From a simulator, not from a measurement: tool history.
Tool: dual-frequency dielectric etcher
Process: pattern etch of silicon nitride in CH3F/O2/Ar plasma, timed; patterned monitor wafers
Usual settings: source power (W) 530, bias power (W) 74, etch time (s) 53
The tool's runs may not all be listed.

run   hour  source power (W)  bias power (W)  etch time (s)  read-back reference wafer on the same gauge, depth_nm  mean etch depth across the wafer (nm)
  1      0               530              74             53                                                  36.34                                  40.81
  2   43.3               530              74             53                                                   36.3                                  41.24
  3     81               530              74             53                                                   36.3                                  41.31
  4  127.6               530              74             53                                                  36.27                                  41.43
  5  186.8               530              74             53                                                  36.37                                  41.56
     224.1  -- upper electrode replaced
  6  254.2               530              74             53                                                  36.31                                  41.84
  7  295.1               530              74             53                                                  36.29                                  42.21
     312.8  -- gauge calibrated
     326.5  -- wet clean of the chamber
  8  360.5               420              74             53                                                  36.33                                  37.38
  9  393.1               530              74           41.5                                                  36.26                                  31.52
 10  417.8               600              63           67.5                                                  36.33                                  50.67
     429.3  -- source power generator calibrated
 11  443.6               500              92           60.5                                                  36.35                                  49.58
     452.4  -- bias power generator calibrated
 12  498.7               530              74             53                                                  36.33                                  40.54
 13  541.5               530              74             53                                                  36.33                                  40.79
 14  577.1               530              74             42                                                  36.34                                  32.68
 15  612.6               530              83           67.5                                                  36.32                                  54.88

The same runs without the tool's hidden state, with the same run-to-run variation:
The hidden state here: etch rate over this chamber's usual, %; source power that arrives over what is set, %; bias power that arrives over what is set, %; gauge reads high (%).
run  mean etch depth across the wafer (nm)
  1                                  40.19
  2                                  40.47
  3                                  40.41
  4                                  40.36
  5                                  40.28
  6                                  40.32
  7                                  40.54
  8                                  37.47
  9                                  31.51
 10                                  50.54
 11                                  49.34
 12                                  40.15
 13                                  40.25
 14                                  32.15
 15                                  53.82
